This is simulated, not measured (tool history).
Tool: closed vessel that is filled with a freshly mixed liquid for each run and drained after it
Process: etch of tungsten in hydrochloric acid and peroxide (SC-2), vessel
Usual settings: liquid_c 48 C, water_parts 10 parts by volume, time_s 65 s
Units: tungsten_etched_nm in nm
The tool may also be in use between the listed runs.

run,hour,liquid_c,water_parts,time_s,"read-back film thickness of the tungsten reference wafer, read on the same gauge (nm)",tungsten_etched_nm
1,0,48,8,55,40.02,11.6
2,31.1,48,8,55,40.01,11.77
3,130.5,48,10,65,39.97,11.4
4,161,48,10,65,40.03,11.38
5,196.7,48,10,65,39.99,11.42
6,219.1,48,10,65,39.99,11.47
7,248.3,48,10,65,40,11.21
8,264.9,48,10,65,39.97,11.3
# hour 280.6: thermometer replaced
9,284.2,48,10,65,40.03,13.26
10,306.9,48,10,65,40,13.18
11,327.5,51,7.5,45,39.99,14.22
# hour 331.4: new drum of peroxide connected
12,346.4,48,10,65,39.99,13.07
# hour 352.9: gauge calibrated
# hour 366.2: chemicals flow meter replaced
13,376.4,48,10,65,40.01,13.02
14,403.6,48,12.5,65,40.03,10.88
15,432.4,45,12.5,50,40.02,6.82
16,456.7,48,10,65,39.99,13.06
17,491.2,48,10,65,39.95,12.94
18,516.6,38.5,11.5,105,40,9.52
19,546.1,42,7,30,39.98,5.2
20,563.6,48,13.5,65,40.02,9.93
21,600.2,57.5,14.5,50,39.99,13.36

5 ways to go on from here, each from the tool as it stands after run 21. What would each give?
A,600.9,57,10,65,?,?
B,600.9,51,15,80,?,?
C,600.9,48,8,45,?,?
D,600.9,57,5,65,?,?
E,600.9,42.5,8,75,?,?

run,"read-back film thickness of the tungsten reference wafer, read on the same gauge (nm)",tungsten_etched_nm
A,40.03,23.03
B,40.03,13.52
C,40.03,10.57
D,40.03,39.48
E,40.03,12.06
Without the tool's hidden state the same runs would have given:
run,tungsten_etched_nm
A,23.9
B,14.05
C,11
D,40.97
E,12.56

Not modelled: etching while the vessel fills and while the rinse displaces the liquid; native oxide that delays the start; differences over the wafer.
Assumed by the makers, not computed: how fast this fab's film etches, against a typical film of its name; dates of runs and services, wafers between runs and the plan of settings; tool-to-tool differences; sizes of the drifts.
